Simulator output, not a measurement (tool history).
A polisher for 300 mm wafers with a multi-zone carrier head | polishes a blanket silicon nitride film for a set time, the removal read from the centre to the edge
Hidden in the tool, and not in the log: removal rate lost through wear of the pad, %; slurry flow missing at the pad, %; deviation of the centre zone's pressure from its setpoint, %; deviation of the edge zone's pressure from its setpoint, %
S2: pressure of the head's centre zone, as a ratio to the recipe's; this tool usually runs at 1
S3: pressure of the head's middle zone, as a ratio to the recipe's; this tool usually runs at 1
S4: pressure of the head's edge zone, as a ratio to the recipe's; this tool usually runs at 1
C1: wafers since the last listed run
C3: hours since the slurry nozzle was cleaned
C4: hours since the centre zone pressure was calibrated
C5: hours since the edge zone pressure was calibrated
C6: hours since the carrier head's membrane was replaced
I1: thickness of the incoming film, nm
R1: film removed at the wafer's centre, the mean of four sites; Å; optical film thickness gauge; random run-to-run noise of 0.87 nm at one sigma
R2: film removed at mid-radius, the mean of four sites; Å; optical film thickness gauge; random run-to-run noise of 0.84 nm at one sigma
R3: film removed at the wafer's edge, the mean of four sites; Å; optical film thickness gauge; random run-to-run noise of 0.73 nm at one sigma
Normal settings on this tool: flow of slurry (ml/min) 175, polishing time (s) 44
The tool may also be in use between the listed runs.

{"run": 1, "hour": 0.0, "flow of slurry (ml/min)": 175, "S2": 1, "S3": 1, "S4": 1, "polishing time (s)": 44, "C1": 0, "wafers polished on this pad": 1365, "C3": 285.3, "C4": 1034.7, "C5": 555.6, "C6": 1598.8, "I1": 814.6, "R1": 946, "R2": 1008, "R3": 1015}
{"run": 2, "hour": 16.3, "flow of slurry (ml/min)": 175, "S2": 0.9, "S3": 1, "S4": 1.08, "polishing time (s)": 44, "C1": 254, "wafers polished on this pad": 1620, "C3": 301.6, "C4": 1051, "C5": 571.9, "C6": 1615.1, "I1": 809.3, "R1": 836, "R2": 1017, "R3": 1043}
{"run": 3, "hour": 24.7, "flow of slurry (ml/min)": 175, "S2": 1, "S3": 1, "S4": 1, "polishing time (s)": 44, "C1": 131, "wafers polished on this pad": 1751, "C3": 310, "C4": 1059.4, "C5": 580.3, "C6": 1623.5, "I1": 810.3, "R1": 943, "R2": 1038, "R3": 1012}
{"run": 4, "hour": 34.5, "flow of slurry (ml/min)": 120, "S2": 1, "S3": 1, "S4": 1, "polishing time (s)": 58, "C1": 153, "wafers polished on this pad": 1904, "C3": 319.8, "C4": 1069.2, "C5": 590.1, "C6": 1633.3, "I1": 834.3, "R1": 1137, "R2": 1253, "R3": 1262}
{"hour": 38.5, "done": "worn pad replaced by a new one"}
{"run": 5, "hour": 48.6, "flow of slurry (ml/min)": 175, "S2": 0.94, "S3": 1, "S4": 1, "polishing time (s)": 44, "C1": 157, "wafers polished on this pad": 157, "C3": 333.9, "C4": 1083.3, "C5": 604.2, "C6": 1647.4, "I1": 803.5, "R1": 890, "R2": 1035, "R3": 1002}
{"run": 6, "hour": 54.7, "flow of slurry (ml/min)": 175, "S2": 0.9, "S3": 1, "S4": 0.9, "polishing time (s)": 44, "C1": 95, "wafers polished on this pad": 252, "C3": 340, "C4": 1089.4, "C5": 610.3, "C6": 1653.5, "I1": 820.4, "R1": 842, "R2": 1014, "R3": 982}
{"run": 7, "hour": 64.4, "flow of slurry (ml/min)": 175, "S2": 1, "S3": 1, "S4": 1, "polishing time (s)": 44, "C1": 151, "wafers polished on this pad": 404, "C3": 349.7, "C4": 1099.1, "C5": 620, "C6": 1663.2, "I1": 817.5, "R1": 940, "R2": 1025, "R3": 1011}
{"run": 8, "hour": 71.7, "flow of slurry (ml/min)": 175, "S2": 1, "S3": 1, "S4": 1, "polishing time (s)": 44, "C1": 114, "wafers polished on this pad": 518, "C3": 357, "C4": 1106.4, "C5": 627.3, "C6": 1670.5, "I1": 826.3, "R1": 940, "R2": 1027, "R3": 1003}
{"run": 9, "hour": 86.4, "flow of slurry (ml/min)": 145, "S2": 0.9, "S3": 1, "S4": 0.91, "polishing time (s)": 44, "C1": 229, "wafers polished on this pad": 748, "C3": 371.7, "C4": 1121.1, "C5": 642, "C6": 1685.2, "I1": 810.7, "R1": 817, "R2": 984, "R3": 957}
{"run": 10, "hour": 95.9, "flow of slurry (ml/min)": 200, "S2": 1.09, "S3": 1.08, "S4": 1.04, "polishing time (s)": 44, "C1": 148, "wafers polished on this pad": 897, "C3": 381.2, "C4": 1130.6, "C5": 651.5, "C6": 1694.7, "I1": 809.6, "R1": 1052, "R2": 1087, "R3": 1035}
{"hour": 101.8, "done": "centre zone pressure recalibrated"}
{"hour": 108.0, "done": "slurry nozzle cleaned"}
{"run": 11, "hour": 109.2, "flow of slurry (ml/min)": 120, "S2": 1, "S3": 1, "S4": 1, "polishing time (s)": 44, "C1": 161, "wafers polished on this pad": 1058, "C3": 1.2, "C4": 7.4, "C5": 664.8, "C6": 1708, "I1": 817.3, "R1": 972, "R2": 947, "R3": 958}
{"run": 12, "hour": 126.2, "flow of slurry (ml/min)": 175, "S2": 1.04, "S3": 1, "S4": 0.89, "polishing time (s)": 30, "C1": 265, "wafers polished on this pad": 1323, "C3": 18.2, "C4": 24.4, "C5": 681.8, "C6": 1725, "I1": 820, "R1": 732, "R2": 696, "R3": 666}
{"hour": 149.8, "done": "carrier head's membrane replaced by a new one"}
{"hour": 150.2, "done": "edge zone pressure recalibrated"}
{"hour": 158.3, "done": "worn pad replaced by a new one"}
{"run": 13, "hour": 179.4, "flow of slurry (ml/min)": 175, "S2": 1.08, "S3": 1, "S4": 1, "polishing time (s)": 44, "C1": 683, "wafers polished on this pad": 330, "C3": 71.4, "C4": 77.6, "C5": 29.2, "C6": 29.6, "I1": 816.7, "R1": 1111, "R2": 1025, "R3": 1020}
{"run": 14, "hour": 194.2, "flow of slurry (ml/min)": 175, "S2": 1, "S3": 1.1, "S4": 1.05, "polishing time (s)": 44, "C1": 231, "wafers polished on this pad": 561, "C3": 86.2, "C4": 92.4, "C5": 44, "C6": 44.4, "I1": 820.1, "R1": 1036, "R2": 1122, "R3": 1020}
{"run": 15, "hour": 203.4, "flow of slurry (ml/min)": 175, "S2": 1, "S3": 1, "S4": 0.95, "polishing time (s)": 44, "C1": 143, "wafers polished on this pad": 705, "C3": 95.4, "C4": 101.6, "C5": 53.2, "C6": 53.6, "I1": 830.3, "R1": 1045, "R2": 1016, "R3": 990}
{"run": 16, "hour": 217.9, "flow of slurry (ml/min)": 145, "S2": 1, "S3": 1.08, "S4": 0.91, "polishing time (s)": 44, "C1": 226, "wafers polished on this pad": 932, "C3": 109.9, "C4": 116.1, "C5": 67.7, "C6": 68.1, "I1": 832.6, "R1": 987, "R2": 1034, "R3": 949}
{"run": 17, "hour": 233.5, "flow of slurry (ml/min)": 175, "S2": 1, "S3": 1, "S4": 1.12, "polishing time (s)": 55, "C1": 243, "wafers polished on this pad": 1176, "C3": 125.5, "C4": 131.7, "C5": 83.3, "C6": 83.7, "I1": 813.9, "R1": 1277, "R2": 1290, "R3": 1315}
{"run": 18, "hour": 251.3, "flow of slurry (ml/min)": 220, "S2": 0.93, "S3": 1, "S4": 1, "polishing time (s)": 57, "C1": 278, "wafers polished on this pad": 1454, "C3": 143.3, "C4": 149.5, "C5": 101.1, "C6": 101.5, "I1": 824.6, "R1": 1258, "R2": 1361, "R3": 1336}
{"run": 19, "hour": 263.3, "flow of slurry (ml/min)": 175, "S2": 0.93, "S3": 1, "S4": 1, "polishing time (s)": 44, "C1": 187, "wafers polished on this pad": 1642, "C3": 155.3, "C4": 161.5, "C5": 113.1, "C6": 113.5, "I1": 820.9, "R1": 951, "R2": 1012, "R3": 1022}
{"run": 20, "hour": 279.3, "flow of slurry (ml/min)": 175, "S2": 1, "S3": 1, "S4": 1, "polishing time (s)": 44, "C1": 250, "wafers polished on this pad": 1892, "C3": 171.3, "C4": 177.5, "C5": 129.1, "C6": 129.5, "I1": 820.5, "R1": 1004, "R2": 1013, "R3": 1024}
{"hour": 286.0, "done": "worn pad replaced by a new one"}
{"run": 21, "hour": 291.2, "flow of slurry (ml/min)": 195, "S2": 1.12, "S3": 0.97, "S4": 1, "polishing time (s)": 49, "C1": 123, "wafers polished on this pad": 80, "C3": 183.2, "C4": 189.4, "C5": 141, "C6": 141.4, "I1": 806.9, "R1": 1297, "R2": 1141, "R3": 1130}
{"run": 22, "hour": 302.6, "flow of slurry (ml/min)": 230, "S2": 1.03, "S3": 1, "S4": 1, "polishing time (s)": 53, "C1": 178, "wafers polished on this pad": 258, "C3": 194.6, "C4": 200.8, "C5": 152.4, "C6": 152.8, "I1": 835.9, "R1": 1313, "R2": 1287, "R3": 1255}
{"run": 23, "hour": 313.1, "flow of slurry (ml/min)": 175, "S2": 1, "S3": 1, "S4": 1, "polishing time (s)": 44, "C1": 164, "wafers polished on this pad": 423, "C3": 205.1, "C4": 211.3, "C5": 162.9, "C6": 163.3, "I1": 826.2, "R1": 1014, "R2": 1016, "R3": 1007}

A few steps of R1 between consecutive runs. Split each: what settings, incoming material and random variation would produce without the hidden state, and what is left over for the hidden state, along with gauge scatter present in only one of the two compared results (measured, and without hidden state):
Run 4 -> 5: flow of slurry (ml/min) 120 -> 175, S2 1 -> 0.94, polishing time (s) 58 -> 44, worn pad replaced by a new one. R1 -247 Å: hidden state +22, all else -269.
Run 10 -> 11: flow of slurry (ml/min) 200 -> 120, S2 1.09 -> 1, S3 1.08 -> 1, S4 1.04 -> 1, centre zone pressure recalibrated, slurry nozzle cleaned. R1 -80 Å: hidden state +117, all else -197.
Run 12 -> 13: S2 1.04 -> 1.08, S4 0.89 -> 1, polishing time (s) 30 -> 44, carrier head's membrane replaced by a new one, edge zone pressure recalibrated, worn pad replaced by a new one. R1 +379 Å: hidden state -5, all else +384.
Run 18 -> 19: flow of slurry (ml/min) 220 -> 175, polishing time (s) 57 -> 44. R1 -307 Å: hidden state +0, all else -307.
